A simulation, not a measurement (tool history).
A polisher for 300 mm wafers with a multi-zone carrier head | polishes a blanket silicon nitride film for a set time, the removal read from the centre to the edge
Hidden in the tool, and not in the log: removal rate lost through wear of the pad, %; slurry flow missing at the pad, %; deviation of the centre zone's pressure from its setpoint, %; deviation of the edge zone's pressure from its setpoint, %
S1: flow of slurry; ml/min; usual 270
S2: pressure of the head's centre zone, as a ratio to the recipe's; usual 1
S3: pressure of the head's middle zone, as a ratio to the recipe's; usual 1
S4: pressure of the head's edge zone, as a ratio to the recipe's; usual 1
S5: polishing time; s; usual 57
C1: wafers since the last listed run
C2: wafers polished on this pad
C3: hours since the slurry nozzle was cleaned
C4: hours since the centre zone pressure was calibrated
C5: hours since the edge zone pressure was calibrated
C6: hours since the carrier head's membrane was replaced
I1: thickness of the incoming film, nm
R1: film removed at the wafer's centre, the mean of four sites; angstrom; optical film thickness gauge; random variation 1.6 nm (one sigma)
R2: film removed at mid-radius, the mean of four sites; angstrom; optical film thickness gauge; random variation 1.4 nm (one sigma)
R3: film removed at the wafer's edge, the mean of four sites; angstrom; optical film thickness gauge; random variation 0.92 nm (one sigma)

| run | hour | S1 | S2 | S3 | S4 | S5 | C1 | C2 | C3 | C4 | C5 | C6 | I1 | R1 | R2 | R3 |
|---|---|---|---|---|---|---|---|---|---|---|---|---|---|---|---|---|
| 1 | 0 | 270 | 1 | 1 | 1 | 57 | 0 | 6846 | 799 | 1197.1 | 806.2 | 944.8 | 779.4 | 1193 | 1238 | 1221 |
|  | 115.9 | worn pad replaced by a new one |
|  | 138.8 | slurry nozzle cleaned |
|  | 184 | carrier head's membrane replaced by a new one |
| 2 | 255.2 | 270 | 1 | 1 | 1 | 57 | 2234 | 1215 | 116.4 | 1452.3 | 1061.4 | 71.2 | 784.6 | 1193 | 1251 | 1217 |
|  | 258.7 | centre zone pressure recalibrated |
| 3 | 340.4 | 270 | 1.04 | 1 | 0.93 | 57 | 758 | 1973 | 201.6 | 81.7 | 1146.6 | 156.4 | 786.2 | 1278 | 1233 | 1186 |
|  | 391.6 | edge zone pressure recalibrated |
| 4 | 434.5 | 270 | 1.1 | 1 | 1 | 50 | 839 | 2813 | 295.7 | 175.8 | 42.9 | 250.5 | 790.4 | 1177 | 1077 | 1065 |
| 5 | 693.3 | 195 | 1 | 1 | 1 | 62 | 2358 | 5172 | 554.5 | 434.6 | 301.7 | 509.3 | 793.4 | 1286 | 1283 | 1295 |
| 6 | 789.4 | 270 | 0.89 | 1.08 | 1 | 62 | 875 | 6047 | 650.6 | 530.7 | 397.8 | 605.4 | 781.5 | 1160 | 1413 | 1350 |
|  | 892.1 | worn pad replaced by a new one |
|  | 1003 | slurry nozzle cleaned |
| 7 | 1040.3 | 270 | 1 | 1.08 | 1 | 57 | 2241 | 1342 | 37.3 | 781.6 | 648.7 | 856.3 | 779.8 | 1200 | 1297 | 1205 |
| 8 | 1136.3 | 345 | 1.12 | 1 | 1.1 | 57 | 875 | 2217 | 133.3 | 877.6 | 744.7 | 952.3 | 795.3 | 1352 | 1232 | 1297 |
|  | 1141.3 | carrier head's membrane replaced by a new one |
| 9 | 1201.7 | 270 | 1 | 1.12 | 1.1 | 68 | 550 | 2767 | 198.7 | 943 | 810.1 | 60.4 | 778.7 | 1453 | 1622 | 1511 |
| 10 | 1264.3 | 270 | 1 | 1 | 1 | 57 | 570 | 3338 | 261.3 | 1005.6 | 872.7 | 123 | 777 | 1222 | 1223 | 1216 |
| 11 | 1358 | 270 | 1.07 | 1.06 | 1.11 | 57 | 854 | 4192 | 355 | 1099.3 | 966.4 | 216.7 | 775 | 1287 | 1269 | 1289 |
| 12 | 1425.1 | 365 | 1 | 1 | 1 | 72 | 611 | 4803 | 422.1 | 1166.4 | 1033.5 | 283.8 | 769.3 | 1547 | 1552 | 1562 |
|  | 1465.2 | centre zone pressure recalibrated |
| 13 | 1505.3 | 270 | 1 | 1 | 1 | 57 | 712 | 5516 | 502.3 | 40.1 | 1113.7 | 364 | 772.2 | 1198 | 1243 | 1215 |
| 14 | 1576.6 | 270 | 1 | 1 | 1 | 57 | 649 | 6166 | 573.6 | 111.4 | 1185 | 435.3 | 791.6 | 1221 | 1233 | 1230 |
|  | 1601.6 | edge zone pressure recalibrated |
| 15 | 1632 | 355 | 1 | 1 | 1.07 | 57 | 486 | 6653 | 629 | 166.8 | 30.4 | 490.7 | 785.7 | 1247 | 1267 | 1292 |
| 16 | 1686.1 | 270 | 1.07 | 1 | 1.09 | 57 | 493 | 7146 | 683.1 | 220.9 | 84.5 | 544.8 | 772.7 | 1269 | 1230 | 1277 |
|  | 1723.4 | worn pad replaced by a new one |
| 17 | 1748.9 | 270 | 1 | 1 | 1 | 57 | 535 | 232 | 745.9 | 283.7 | 147.3 | 607.6 | 794.5 | 1205 | 1233 | 1209 |
| 18 | 1801.6 | 295 | 1 | 1 | 1 | 57 | 480 | 712 | 798.6 | 336.4 | 200 | 660.3 | 765.1 | 1189 | 1248 | 1231 |
| 19 | 1843.5 | 270 | 1.04 | 1 | 0.93 | 57 | 381 | 1094 | 840.5 | 378.3 | 241.9 | 702.2 | 786.2 | 1287 | 1194 | 1192 |
|  | 1863.6 | slurry nozzle cleaned |
| 20 | 1939.1 | 270 | 1.08 | 0.9 | 1 | 57 | 862 | 1957 | 75.5 | 473.9 | 337.5 | 797.8 | 772.8 | 1282 | 1129 | 1226 |
| 21 | 1978.1 | 245 | 1.06 | 0.9 | 1.04 | 57 | 355 | 2312 | 114.5 | 512.9 | 376.5 | 836.8 | 782.1 | 1248 | 1107 | 1240 |
|  | 2219.2 | carrier head's membrane replaced by a new one |
| 22 | 2242.4 | 270 | 1.03 | 1.05 | 1 | 57 | 2363 | 4676 | 378.8 | 777.2 | 640.8 | 23.2 | 783.5 | 1249 | 1260 | 1195 |
| 23 | 2307.7 | 270 | 1 | 1 | 1.07 | 41 | 595 | 5271 | 444.1 | 842.5 | 706.1 | 88.5 | 774.1 | 890 | 886 | 900 |

What the log doesn't show, run by run:
removal rate lost through wear of the pad, %: 0 in every run
slurry flow missing at the pad, %: 0 in every run
deviation of the centre zone's pressure from its setpoint, %: 0 in every run
deviation of the edge zone's pressure from its setpoint, %: 0 in every run

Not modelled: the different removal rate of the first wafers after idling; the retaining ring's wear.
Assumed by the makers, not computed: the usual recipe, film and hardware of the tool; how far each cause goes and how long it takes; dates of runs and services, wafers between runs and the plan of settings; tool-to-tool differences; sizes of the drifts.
